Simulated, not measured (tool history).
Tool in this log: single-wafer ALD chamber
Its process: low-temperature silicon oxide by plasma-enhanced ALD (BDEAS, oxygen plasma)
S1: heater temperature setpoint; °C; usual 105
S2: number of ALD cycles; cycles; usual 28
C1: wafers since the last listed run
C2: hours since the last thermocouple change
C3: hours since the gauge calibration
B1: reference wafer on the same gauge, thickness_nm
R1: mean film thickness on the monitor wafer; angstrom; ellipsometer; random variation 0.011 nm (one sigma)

run    hour   S1  S2    C1      C2      C3     B1     R1
  1     0.0  105  28     0  1050.5   198.8  4.217  42.66
  2    90.0  105  28   640  1140.5   288.8  4.225  42.62
  3   126.7  105  28   261  1177.2   325.5  4.220  42.64
  4   440.4  105  28  2232  1490.9   639.2  4.223  42.73
  5   507.7  105  28   479  1558.2   706.5  4.220  42.66
  6   570.1  114  28   444  1620.6   768.9  4.226  41.98
  7   621.9  114  28   368  1672.4   820.7  4.220  42.09
  8   691.4  105  28   494  1741.9   890.2  4.224  42.83
  9   775.0  105  28   595  1825.5   973.8  4.220  42.93
 10   881.4  105  28   757  1931.9  1080.2  4.221  42.81
 11   951.0  105  24   495  2001.5  1149.8  4.219  36.71
 12  1037.3  117  28   614  2087.8  1236.1  4.218  41.94
 13  1141.2  115  33   739  2191.7  1340.0  4.221  49.55
     1175.3  -- thermocouple changed; heater temperature recalibrated
 14  1200.5  114  25   365    25.2  1399.3  4.217  37.24
 15  1300.6  105  31   712   125.3  1499.4  4.222  47.16
     1346.1  -- gauge calibrated
 16  1526.3  111  30  1606   351.0   180.2  4.219  45.00
 17  1582.1  114  25   397   406.8   236.0  4.216  37.27
 18  1658.1  105  28   540   482.8   312.0  4.224  42.67
 19  1703.2   94  31   321   527.9   357.1  4.223  49.16

Alternative continuations, all from the tool just after run 19; predict every row:
  A  1703.6  105  28   2  528.3  357.5   ?   ?
  B  1703.6  105  32   2  528.3  357.5   ?   ?
  C  1703.6  109  30   2  528.3  357.5   ?   ?
  D  1703.6   92  28   2  528.3  357.5   ?   ?
  E  1703.6  119  24   2  528.3  357.5   ?   ?

run     B1     R1
  A  4.220  42.71
  B  4.220  48.81
  C  4.220  45.38
  D  4.220  44.69
  E  4.220  35.55
Had the tool no hidden state, the same runs would have come out as:
run     R1
  A  42.65
  B  48.74
  C  45.31
  D  44.56
  E  35.49
